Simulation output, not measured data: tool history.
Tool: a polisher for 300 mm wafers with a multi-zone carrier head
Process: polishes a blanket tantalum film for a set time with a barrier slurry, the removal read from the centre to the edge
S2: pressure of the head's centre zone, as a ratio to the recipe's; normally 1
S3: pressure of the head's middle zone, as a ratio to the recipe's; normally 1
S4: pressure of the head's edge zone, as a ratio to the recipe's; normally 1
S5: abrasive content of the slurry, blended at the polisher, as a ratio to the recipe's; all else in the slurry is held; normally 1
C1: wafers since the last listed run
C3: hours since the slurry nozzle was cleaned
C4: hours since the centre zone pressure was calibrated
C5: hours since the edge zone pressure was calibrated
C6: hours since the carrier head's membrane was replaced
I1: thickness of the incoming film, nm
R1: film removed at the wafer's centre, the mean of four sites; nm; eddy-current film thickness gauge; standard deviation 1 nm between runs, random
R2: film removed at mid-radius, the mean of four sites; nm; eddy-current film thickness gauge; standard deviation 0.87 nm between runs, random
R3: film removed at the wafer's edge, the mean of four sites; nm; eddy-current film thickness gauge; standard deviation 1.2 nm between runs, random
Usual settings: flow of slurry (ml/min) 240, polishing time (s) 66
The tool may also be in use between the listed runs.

{"run": 1, "day": 0.0, "flow of slurry (ml/min)": 290, "S2": 0.95, "S3": 1, "S4": 1, "S5": 1, "polishing time (s)": 66, "C1": 0, "wafers polished on this pad": 1887, "C3": 232.5, "C4": 144.3, "C5": 887.6, "C6": 1362.1, "I1": 346.7, "R1": 85.4, "R2": 89.6, "R3": 89.4}
{"day": 1.246, "done": "worn pad replaced by a new one"}
{"run": 2, "day": 3.392, "flow of slurry (ml/min)": 290, "S2": 0.95, "S3": 1, "S4": 1, "S5": 1, "polishing time (s)": 66, "C1": 1045, "wafers polished on this pad": 695, "C3": 313.9, "C4": 225.7, "C5": 969, "C6": 1443.5, "I1": 344.3, "R1": 90.7, "R2": 94.3, "R3": 92.2}
{"run": 3, "day": 5.179, "flow of slurry (ml/min)": 290, "S2": 0.95, "S3": 1, "S4": 1, "S5": 1, "polishing time (s)": 66, "C1": 579, "wafers polished on this pad": 1275, "C3": 356.8, "C4": 268.6, "C5": 1011.9, "C6": 1486.4, "I1": 353.9, "R1": 87.7, "R2": 92.6, "R3": 89.9}
{"run": 4, "day": 6.533, "flow of slurry (ml/min)": 240, "S2": 1, "S3": 1, "S4": 1, "S5": 1, "polishing time (s)": 66, "C1": 438, "wafers polished on this pad": 1713, "C3": 389.3, "C4": 301.1, "C5": 1044.4, "C6": 1518.9, "I1": 351.2, "R1": 90.1, "R2": 88.9, "R3": 88.7}
{"day": 7.575, "done": "worn pad replaced by a new one"}
{"day": 8.688, "done": "centre zone pressure recalibrated"}
{"run": 5, "day": 9.112, "flow of slurry (ml/min)": 240, "S2": 1, "S3": 1, "S4": 1, "S5": 1, "polishing time (s)": 66, "C1": 755, "wafers polished on this pad": 471, "C3": 451.2, "C4": 10.2, "C5": 1106.3, "C6": 1580.8, "I1": 343.3, "R1": 94.3, "R2": 92.9, "R3": 90.5}
{"run": 6, "day": 11.575, "flow of slurry (ml/min)": 240, "S2": 1, "S3": 1, "S4": 1, "S5": 1, "polishing time (s)": 66, "C1": 798, "wafers polished on this pad": 1270, "C3": 510.3, "C4": 69.3, "C5": 1165.4, "C6": 1639.9, "I1": 353.8, "R1": 88.2, "R2": 88.7, "R3": 88.2}
{"run": 7, "day": 12.975, "flow of slurry (ml/min)": 185, "S2": 1, "S3": 1, "S4": 1, "S5": 1, "polishing time (s)": 66, "C1": 453, "wafers polished on this pad": 1723, "C3": 543.9, "C4": 102.9, "C5": 1199, "C6": 1673.5, "I1": 346.2, "R1": 86.1, "R2": 83.7, "R3": 84.2}
{"day": 13.425, "done": "slurry nozzle cleaned"}
{"day": 13.542, "done": "worn pad replaced by a new one"}
{"run": 8, "day": 15.625, "flow of slurry (ml/min)": 240, "S2": 1, "S3": 1, "S4": 1, "S5": 1, "polishing time (s)": 66, "C1": 807, "wafers polished on this pad": 674, "C3": 52.8, "C4": 166.5, "C5": 1262.6, "C6": 1737.1, "I1": 349.7, "R1": 92.9, "R2": 93.8, "R3": 92.1}
{"day": 16.896, "done": "edge zone pressure recalibrated"}
{"run": 9, "day": 18.067, "flow of slurry (ml/min)": 240, "S2": 1, "S3": 1, "S4": 1, "S5": 1, "polishing time (s)": 66, "C1": 764, "wafers polished on this pad": 1439, "C3": 111.4, "C4": 225.1, "C5": 28.1, "C6": 1795.7, "I1": 345.7, "R1": 87.7, "R2": 89.4, "R3": 88.1}
{"run": 10, "day": 19.975, "flow of slurry (ml/min)": 175, "S2": 1, "S3": 1.06, "S4": 1, "S5": 1, "polishing time (s)": 66, "C1": 618, "wafers polished on this pad": 2057, "C3": 157.2, "C4": 270.9, "C5": 73.9, "C6": 1841.5, "I1": 350.2, "R1": 84.2, "R2": 86.9, "R3": 84.7}
{"day": 20.671, "done": "worn pad replaced by a new one"}
{"day": 20.842, "done": "carrier head's membrane replaced by a new one, of another model than before"}
{"run": 11, "day": 22.242, "flow of slurry (ml/min)": 205, "S2": 0.96, "S3": 0.89, "S4": 1, "S5": 1, "polishing time (s)": 66, "C1": 624, "wafers polished on this pad": 454, "C3": 211.6, "C4": 325.3, "C5": 128.3, "C6": 33.6, "I1": 348.1, "R1": 89.6, "R2": 88.1, "R3": 92.2}
{"day": 23.358, "done": "centre zone pressure recalibrated"}
{"run": 12, "day": 23.562, "flow of slurry (ml/min)": 240, "S2": 0.97, "S3": 1.12, "S4": 1, "S5": 1.2, "polishing time (s)": 57, "C1": 401, "wafers polished on this pad": 855, "C3": 243.3, "C4": 4.9, "C5": 160, "C6": 65.3, "I1": 350.6, "R1": 79.8, "R2": 84.8, "R3": 81.5}
{"run": 13, "day": 25.8, "flow of slurry (ml/min)": 240, "S2": 1, "S3": 0.92, "S4": 1, "S5": 1, "polishing time (s)": 66, "C1": 725, "wafers polished on this pad": 1580, "C3": 297, "C4": 58.6, "C5": 213.7, "C6": 119, "I1": 350, "R1": 89.5, "R2": 86.2, "R3": 88.8}
{"day": 26.875, "done": "worn pad replaced by a new one"}
{"run": 14, "day": 27.833, "flow of slurry (ml/min)": 240, "S2": 1, "S3": 1, "S4": 1, "S5": 1, "polishing time (s)": 66, "C1": 605, "wafers polished on this pad": 311, "C3": 345.8, "C4": 107.4, "C5": 262.5, "C6": 167.8, "I1": 354.7, "R1": 95.2, "R2": 96.6, "R3": 96.3}

Expected results for the next run?
{"run": 15, "day": 29.775, "flow of slurry (ml/min)": 240, "S2": 1, "S3": 1.04, "S4": 1, "S5": 1.25, "polishing time (s)": 66, "C1": 629, "wafers polished on this pad": 940, "C3": 392.4, "C4": 154, "C5": 309.1, "C6": 214.4, "I1": 352.5, "R1": "?", "R2": "?", "R3": "?"}

{"run 15": {"R1": 95.7, "R2": 97.2, "R3": 92.9}}
Take away the tool's hidden state, keep the run-to-run variation as it was, and the same run would have given R1 105.6 nm, R2 107.3 nm, R3 102.5 nm.

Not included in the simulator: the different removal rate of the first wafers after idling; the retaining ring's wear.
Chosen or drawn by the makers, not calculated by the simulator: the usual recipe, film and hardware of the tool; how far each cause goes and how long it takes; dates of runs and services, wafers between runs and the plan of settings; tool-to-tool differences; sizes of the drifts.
